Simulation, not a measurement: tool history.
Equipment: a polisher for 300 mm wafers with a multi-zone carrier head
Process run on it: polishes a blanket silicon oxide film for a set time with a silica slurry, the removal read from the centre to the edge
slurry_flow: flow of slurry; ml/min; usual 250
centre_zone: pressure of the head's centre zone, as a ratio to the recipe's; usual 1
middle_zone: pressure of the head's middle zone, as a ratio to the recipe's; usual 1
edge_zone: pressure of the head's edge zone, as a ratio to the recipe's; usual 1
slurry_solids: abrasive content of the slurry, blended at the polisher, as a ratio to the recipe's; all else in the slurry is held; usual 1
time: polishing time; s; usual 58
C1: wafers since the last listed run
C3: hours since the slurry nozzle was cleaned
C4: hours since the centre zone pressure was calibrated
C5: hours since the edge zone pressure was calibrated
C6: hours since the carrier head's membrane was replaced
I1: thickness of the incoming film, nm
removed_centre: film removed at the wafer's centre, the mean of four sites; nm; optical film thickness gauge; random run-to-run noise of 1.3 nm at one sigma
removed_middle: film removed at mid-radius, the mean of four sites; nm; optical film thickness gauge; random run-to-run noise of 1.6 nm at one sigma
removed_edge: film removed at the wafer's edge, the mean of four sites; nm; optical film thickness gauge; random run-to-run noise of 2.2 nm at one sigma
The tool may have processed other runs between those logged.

Run 1, hour 0: usual settings; C1 0; wafers polished on this pad 114; C3 442.1; C4 200.4; C5 628; C6 1267.6; I1 1583.5. Result: removed_centre 141.4 nm, removed_middle 150 nm, removed_edge 150 nm.
Run 2, hour 67.4: usual settings; C1 384; wafers polished on this pad 499; C3 509.5; C4 267.8; C5 695.4; C6 1335; I1 1588.4. Result: removed_centre 137.6 nm, removed_middle 146.9 nm, removed_edge 149 nm.
Run 3, hour 104.5: usual settings; C1 211; wafers polished on this pad 711; C3 546.6; C4 304.9; C5 732.5; C6 1372.1; I1 1587.3. Result: removed_centre 135.5 nm, removed_middle 146.3 nm, removed_edge 146.9 nm.
At hour 160.4: slurry nozzle cleaned.
Run 4, hour 162: usual settings; C1 322; wafers polished on this pad 1034; C3 1.6; C4 362.4; C5 790; C6 1429.6; I1 1606.2. Result: removed_centre 149.6 nm, removed_middle 157.1 nm, removed_edge 157.9 nm.
Run 5, hour 200.8: usual settings; C1 221; wafers polished on this pad 1255; C3 40.4; C4 401.2; C5 828.8; C6 1468.4; I1 1629.7. Result: removed_centre 146 nm, removed_middle 157.4 nm, removed_edge 155 nm.
Run 6, hour 235.2: usual settings; C1 196; wafers polished on this pad 1452; C3 74.8; C4 435.6; C5 863.2; C6 1502.8; I1 1591.7. Result: removed_centre 144.6 nm, removed_middle 156.4 nm, removed_edge 156.7 nm.
At hour 258: carrier head's membrane replaced by a new one.
At hour 271.6: worn pad replaced by a new one.
At hour 274.9: edge zone pressure recalibrated.
Run 7, hour 282.4: usual settings but slurry_flow 190 ml/min, edge_zone 1.12, time 52 s; C1 206; wafers polished on this pad 50; C3 122; C4 482.8; C5 7.5; C6 24.4; I1 1589.5. Result: removed_centre 120.2 nm, removed_middle 129.7 nm, removed_edge 140.3 nm.
Run 8, hour 316.4: usual settings but slurry_flow 290 ml/min, slurry_solids 1.15; C1 194; wafers polished on this pad 244; C3 156; C4 516.8; C5 41.5; C6 58.4; I1 1600.6. Result: removed_centre 145.8 nm, removed_middle 163.4 nm, removed_edge 160 nm.
Run 9, hour 365: usual settings but middle_zone 0.94, slurry_solids 0.9; C1 277; wafers polished on this pad 521; C3 204.6; C4 565.4; C5 90.1; C6 107; I1 1632. Result: removed_centre 132.3 nm, removed_middle 141.5 nm, removed_edge 153.2 nm.
At hour 391.1: centre zone pressure recalibrated.
Run 10, hour 400.6: usual settings but slurry_flow 215 ml/min, edge_zone 1.08; C1 191; wafers polished on this pad 713; C3 240.2; C4 9.5; C5 125.7; C6 142.6; I1 1636.3. Result: removed_centre 145.6 nm, removed_middle 147.6 nm, removed_edge 155.7 nm.
Run 11, hour 435.9: usual settings; C1 201; wafers polished on this pad 915; C3 275.5; C4 44.8; C5 161; C6 177.9; I1 1609.2. Result: removed_centre 149.6 nm, removed_middle 150.1 nm, removed_edge 156.4 nm.
Run 12, hour 502.3: usual settings but slurry_flow 290 ml/min, centre_zone 1.07, middle_zone 0.94; C1 379; wafers polished on this pad 1294; C3 341.9; C4 111.2; C5 227.4; C6 244.3; I1 1621.9. Result: removed_centre 161.6 nm, removed_middle 147.7 nm, removed_edge 152.6 nm.
Run 13, hour 531.4: usual settings but slurry_flow 200 ml/min, middle_zone 0.97, slurry_solids 1.3; C1 166; wafers polished on this pad 1460; C3 371; C4 140.3; C5 256.5; C6 273.4; I1 1602. Result: removed_centre 148.8 nm, removed_middle 146.6 nm, removed_edge 155.4 nm.
At hour 552.9: worn pad replaced by a new one.
Run 14, hour 589.1: usual settings but centre_zone 0.91, edge_zone 1.11; C1 306; wafers polished on this pad 206; C3 428.7; C4 198; C5 314.2; C6 331.1; I1 1619.1. Result: removed_centre 130.3 nm, removed_middle 148.9 nm, removed_edge 157.7 nm.
Run 15, hour 657.2: usual settings; C1 388; wafers polished on this pad 595; C3 496.8; C4 266.1; C5 382.3; C6 399.2; I1 1609.3. Result: removed_centre 143.2 nm, removed_middle 148 nm, removed_edge 146.7 nm.
Run 16, hour 706.3: usual settings but slurry_flow 295 ml/min, edge_zone 0.96; C1 280; wafers polished on this pad 876; C3 545.9; C4 315.2; C5 431.4; C6 448.3; I1 1623.4. Result: removed_centre 145.6 nm, removed_middle 153.1 nm, removed_edge 153 nm.
Run 17, hour 777.3: usual settings; C1 405; wafers polished on this pad 1281; C3 616.9; C4 386.2; C5 502.4; C6 519.3; I1 1607.6. Result: removed_centre 140.2 nm, removed_middle 146.1 nm, removed_edge 149.9 nm.
Run 18, hour 811.8: usual settings; C1 197; wafers polished on this pad 1478; C3 651.4; C4 420.7; C5 536.9; C6 553.8; I1 1581. Result: removed_centre 138.3 nm, removed_middle 147 nm, removed_edge 145.2 nm.
At hour 827.6: worn pad replaced by a new one.
Run 19, hour 856.4: usual settings; C1 231; wafers polished on this pad 164; C3 696; C4 465.3; C5 581.5; C6 598.4; I1 1588.3. Result: removed_centre 135.7 nm, removed_middle 147.3 nm, removed_edge 145.9 nm.
At hour 861.4: centre zone pressure recalibrated.
Run 20, hour 894.7: usual settings but middle_zone 0.88, slurry_solids 0.85, time 41 s; C1 207; wafers polished on this pad 371; C3 734.3; C4 33.3; C5 619.8; C6 636.7; I1 1608.9. Result: removed_centre 97.9 nm, removed_middle 91.8 nm, removed_edge 100.7 nm.
Run 21, hour 929.6: usual settings but slurry_flow 190 ml/min; C1 199; wafers polished on this pad 570; C3 769.2; C4 68.2; C5 654.7; C6 671.6; I1 1613.6. Result: removed_centre 131.5 nm, removed_middle 135.9 nm, removed_edge 143.6 nm.
At hour 932.3: slurry nozzle cleaned.
Run 22, hour 954.1: usual settings; C1 134; wafers polished on this pad 705; C3 21.8; C4 92.7; C5 679.2; C6 696.1; I1 1608.6. Result: removed_centre 154.4 nm, removed_middle 159.7 nm, removed_edge 153.8 nm.

Predict each of these 3 candidate next runs independently; none follows another, all start after run 22:
Run A, hour 954.5: usual settings but edge_zone 0.89; C1 2; wafers polished on this pad 707; C3 22.2; C4 93.1; C5 679.6; C6 696.5; I1 1608.7. Result: removed_centre ?, removed_middle ?, removed_edge ?.
Run B, hour 954.5: usual settings but centre_zone 0.9, middle_zone 1.05, edge_zone 1.04, time 40 s; C1 2; wafers polished on this pad 707; C3 22.2; C4 93.1; C5 679.6; C6 696.5; I1 1608.7. Result: removed_centre ?, removed_middle ?, removed_edge ?.
Run C, hour 954.5: usual settings but middle_zone 0.89, time 71 s; C1 2; wafers polished on this pad 707; C3 22.2; C4 93.1; C5 679.6; C6 696.5; I1 1608.7. Result: removed_centre ?, removed_middle ?, removed_edge ?.

run  removed_centre  removed_middle  removed_edge
  A           158.1           159.5           146
  B            98.1           114.7         108.3
  C           193.4           177.1           189
What these runs would have given with no unlogged condition in the tool:
run  removed_centre  removed_middle  removed_edge
  A           159.9           161.2         147.1
  B            99.2           115.9         109.2
  C           195.5             179         190.5
